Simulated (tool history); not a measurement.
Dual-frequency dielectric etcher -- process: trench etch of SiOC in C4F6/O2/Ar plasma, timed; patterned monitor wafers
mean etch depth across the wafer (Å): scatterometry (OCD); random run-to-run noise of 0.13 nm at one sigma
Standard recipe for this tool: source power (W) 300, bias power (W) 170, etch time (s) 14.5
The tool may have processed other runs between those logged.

run	day	source power (W)	bias power (W)	etch time (s)	wafers since the last listed run	hours since the last wet clean	hours since the last source power generator calibration	hours since the last bias power generator calibration	hours since the last upper electrode change	hours since the gauge calibration	read-back reference wafer on the same gauge, depth_nm	mean etch depth across the wafer (Å)
1	0.000	300	170	14.5	0	465.4	2041.0	2391.5	4384.0	326.2	25.39	282.0
2	1.617	300	170	14.5	502	504.2	2079.8	2430.3	4422.8	365.0	25.37	285.8
# day 5.921: wet clean of the chamber
3	5.942	300	140	14.5	1032	0.5	2183.6	2534.1	4526.6	468.8	25.42	261.9
4	9.800	300	140	14.5	1198	93.1	2276.2	2626.7	4619.2	561.4	25.41	260.7
# day 10.933: bias power generator calibrated
5	13.912	300	160	11.0	1225	191.8	2374.9	71.5	4717.9	660.1	25.41	211.2
6	19.762	300	160	11.0	1816	332.2	2515.3	211.9	4858.3	800.5	25.41	208.8
7	23.233	300	160	11.0	1077	415.5	2598.6	295.2	4941.6	883.8	25.41	210.6
8	27.550	300	170	14.5	1340	519.1	2702.2	398.8	5045.2	987.4	25.38	284.5
9	29.158	350	207	13.5	499	557.7	2740.8	437.4	5083.8	1026.0	25.36	317.4
# day 33.183: wet clean of the chamber
10	33.583	280	133	16.5	1063	9.6	2847.0	543.6	5190.0	1132.2	25.39	278.4
11	37.171	300	170	14.5	1114	95.7	2933.1	629.7	5276.1	1218.3	25.41	283.1
# day 37.908: source power generator calibrated
# day 39.962: upper electrode replaced
12	39.983	350	194	17.0	511	163.2	49.8	697.2	0.5	1285.8	25.41	382.1
13	43.383	300	148	14.5	1055	244.8	131.4	778.8	82.1	1367.4	25.38	262.2
14	45.204	300	170	14.5	565	288.5	175.1	822.5	125.8	1411.1	25.39	279.6
15	47.038	360	191	14.5	569	332.5	219.1	866.5	169.8	1455.1	25.38	329.8
16	50.696	380	170	16.0	1136	420.3	306.9	954.3	257.6	1542.9	25.39	351.8
17	52.483	360	170	18.5	555	463.2	349.8	997.2	300.5	1585.8	25.41	395.3
18	56.512	300	134	17.0	1251	559.9	446.5	1093.9	397.2	1682.5	25.39	295.5
# day 60.133: wet clean of the chamber
19	60.688	300	170	14.5	985	13.3	546.7	1194.1	497.4	1782.7	25.39	280.9
20	62.588	380	170	16.0	590	58.9	592.3	1239.7	543.0	1828.3	25.40	354.1
# day 62.833: gauge calibrated
21	67.792	340	134	16.5	1616	183.8	717.2	1364.6	667.9	119.0	25.40	308.2
22	69.379	260	170	14.5	492	221.9	755.3	1402.7	706.0	157.1	25.42	260.6
23	72.608	300	170	14.5	1002	299.4	832.8	1480.2	783.5	234.6	25.39	282.7
24	76.162	360	170	18.0	1103	384.7	918.1	1565.5	868.8	319.9	25.41	386.8
25	78.029	360	128	10.0	579	429.5	962.9	1610.3	913.6	364.7	25.41	189.0
26	81.733	300	170	10.0	1150	518.4	1051.8	1699.2	1002.5	453.6	25.40	195.9
# day 84.892: wet clean of the chamber
27	85.579	360	170	18.0	883	16.5	1144.1	1791.5	1094.8	545.9	25.41	388.3
28	97.129	240	201	13.0	3586	293.7	1421.3	2068.7	1372.0	823.1	25.40	241.9
29	100.046	300	170	16.0	905	363.7	1491.3	2138.7	1442.0	893.1	25.39	315.3

Branching from run 29: 5 alternative next runs. What would each branch give?
A	100.062	300	170	14.5	5	364.1	1491.7	2139.1	1442.4	893.5	?	?
B	100.062	270	170	14.5	5	364.1	1491.7	2139.1	1442.4	893.5	?	?
C	100.062	280	210	19.0	5	364.1	1491.7	2139.1	1442.4	893.5	?	?
D	100.062	220	170	19.0	5	364.1	1491.7	2139.1	1442.4	893.5	?	?
E	100.062	350	170	14.5	5	364.1	1491.7	2139.1	1442.4	893.5	?	?

run	read-back reference wafer on the same gauge, depth_nm	mean etch depth across the wafer (Å)
A	25.40	287.3
B	25.40	270.5
C	25.40	399.3
D	25.40	312.1
E	25.40	312.4
What these runs would have given with no unlogged condition in the tool:
run	mean etch depth across the wafer (Å)
A	280.7
B	264.3
C	390.4
D	305.0
E	305.2

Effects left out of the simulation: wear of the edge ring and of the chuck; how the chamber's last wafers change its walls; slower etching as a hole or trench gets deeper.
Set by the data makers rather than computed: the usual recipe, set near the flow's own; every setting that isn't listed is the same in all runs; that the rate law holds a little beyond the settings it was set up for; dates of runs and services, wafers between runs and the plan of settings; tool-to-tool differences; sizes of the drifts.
